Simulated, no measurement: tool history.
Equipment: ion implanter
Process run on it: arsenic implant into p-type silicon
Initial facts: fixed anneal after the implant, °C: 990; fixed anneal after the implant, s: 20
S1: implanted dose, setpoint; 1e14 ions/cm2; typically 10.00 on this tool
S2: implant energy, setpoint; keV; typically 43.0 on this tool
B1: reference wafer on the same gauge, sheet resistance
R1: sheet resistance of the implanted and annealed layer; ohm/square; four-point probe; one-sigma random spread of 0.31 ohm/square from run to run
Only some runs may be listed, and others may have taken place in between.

run 1 hour=0.0 | S1=10.00 S2=43.0 | B1=106.00 | R1=98.37
run 2 hour=30.4 | S1=10.00 S2=43.0 | B1=106.03 | R1=98.04
run 3 hour=65.2 | S1=10.00 S2=43.0 | B1=105.97 | R1=98.53
run 4 hour=85.8 | S1=10.00 S2=43.0 | B1=106.02 | R1=98.47
run 5 hour=107.0 | S1=10.00 S2=43.0 | B1=105.96 | R1=97.76
run 6 hour=141.9 | S1=7.65 S2=43.0 | B1=106.02 | R1=118.58
run 7 hour=162.7 | S1=7.65 S2=43.0 | B1=106.10 | R1=118.84
run 8 hour=175.7 | S1=10.00 S2=37.5 | B1=106.04 | R1=101.48
run 9 hour=196.9 | S1=10.00 S2=37.5 | B1=105.98 | R1=101.51
run 10 hour=230.0 | S1=10.00 S2=43.0 | B1=105.95 | R1=98.40
run 11 hour=315.1 | S1=10.00 S2=43.0 | B1=105.88 | R1=98.09
run 12 hour=350.8 | S1=10.00 S2=49.5 | B1=105.98 | R1=95.64
-- hour=374.9 gauge calibrated
run 13 hour=386.4 | S1=10.00 S2=49.5 | B1=106.04 | R1=95.82
run 14 hour=416.6 | S1=10.00 S2=43.0 | B1=105.95 | R1=98.23
-- hour=469.0 extraction supply calibrated
run 15 hour=494.4 | S1=8.91 S2=43.0 | B1=106.05 | R1=106.06
-- hour=507.8 Faraday cup replaced and dose calibrated
run 16 hour=528.4 | S1=10.00 S2=43.0 | B1=105.94 | R1=101.92
run 17 hour=540.5 | S1=10.00 S2=43.0 | B1=105.96 | R1=101.48
run 18 hour=574.5 | S1=8.23 S2=29.0 | B1=106.08 | R1=127.41
run 19 hour=598.1 | S1=10.00 S2=43.0 | B1=105.85 | R1=101.54
run 20 hour=627.7 | S1=10.00 S2=35.0 | B1=106.00 | R1=106.28
run 21 hour=642.4 | S1=11.01 S2=33.0 | B1=105.99 | R1=102.50
run 22 hour=659.2 | S1=11.33 S2=43.0 | B1=106.06 | R1=93.69
run 23 hour=673.5 | S1=10.77 S2=54.0 | B1=106.01 | R1=92.48
run 24 hour=696.6 | S1=8.17 S2=51.5 | B1=105.90 | R1=112.88
run 25 hour=717.6 | S1=10.00 S2=35.0 | B1=105.95 | R1=106.83
run 26 hour=747.0 | S1=11.85 S2=57.0 | B1=106.03 | R1=86.38
run 27 hour=762.7 | S1=11.60 S2=34.0 | B1=106.05 | R1=98.49
run 28 hour=784.4 | S1=12.48 S2=29.5 | B1=105.94 | R1=99.44
run 29 hour=812.5 | S1=7.56 S2=34.0 | B1=106.16 | R1=128.74
run 30 hour=843.1 | S1=10.00 S2=43.0 | B1=105.93 | R1=100.67
run 31 hour=868.9 | S1=10.77 S2=36.0 | B1=106.09 | R1=100.29
-- hour=894.8 gauge calibrated
run 32 hour=897.7 | S1=10.00 S2=43.0 | B1=105.92 | R1=100.42
run 33 hour=918.4 | S1=10.00 S2=54.0 | B1=106.14 | R1=95.98
run 34 hour=930.8 | S1=8.79 S2=53.5 | B1=106.08 | R1=105.56

Below, each run's measurement less what the same run would have read without the hidden state. Both values contain the same run-to-run variation, but the gauge's scatter may not be the same in both:
The tool's hidden condition here consists of: deviation of the true dose from the Faraday cup's reading, %; deviation of the true energy from its setpoint, %; gauge reads high (%).
run=1 R1=-3.32
run=2 R1=-3.33
run=3 R1=-3.36
run=4 R1=-3.37
run=5 R1=-3.35
run=6 R1=-4.75
run=7 R1=-4.78
run=8 R1=-3.37
run=9 R1=-3.37
run=10 R1=-3.43
run=11 R1=-3.46
run=12 R1=-3.50
run=13 R1=-3.52
run=14 R1=-3.49
run=15 R1=-4.11
run=16 R1=+0.02
run=17 R1=-0.04
run=18 R1=-0.26
run=19 R1=-0.33
run=20 R1=-0.45
run=21 R1=-0.44
run=22 R1=-0.49
run=23 R1=-0.60
run=24 R1=-0.95
run=25 R1=-0.82
run=26 R1=-0.76
run=27 R1=-0.76
run=28 R1=-0.68
run=29 R1=-1.64
run=30 R1=-1.27
run=31 R1=-1.17
run=32 R1=-1.43
run=33 R1=-1.49
run=34 R1=-1.78
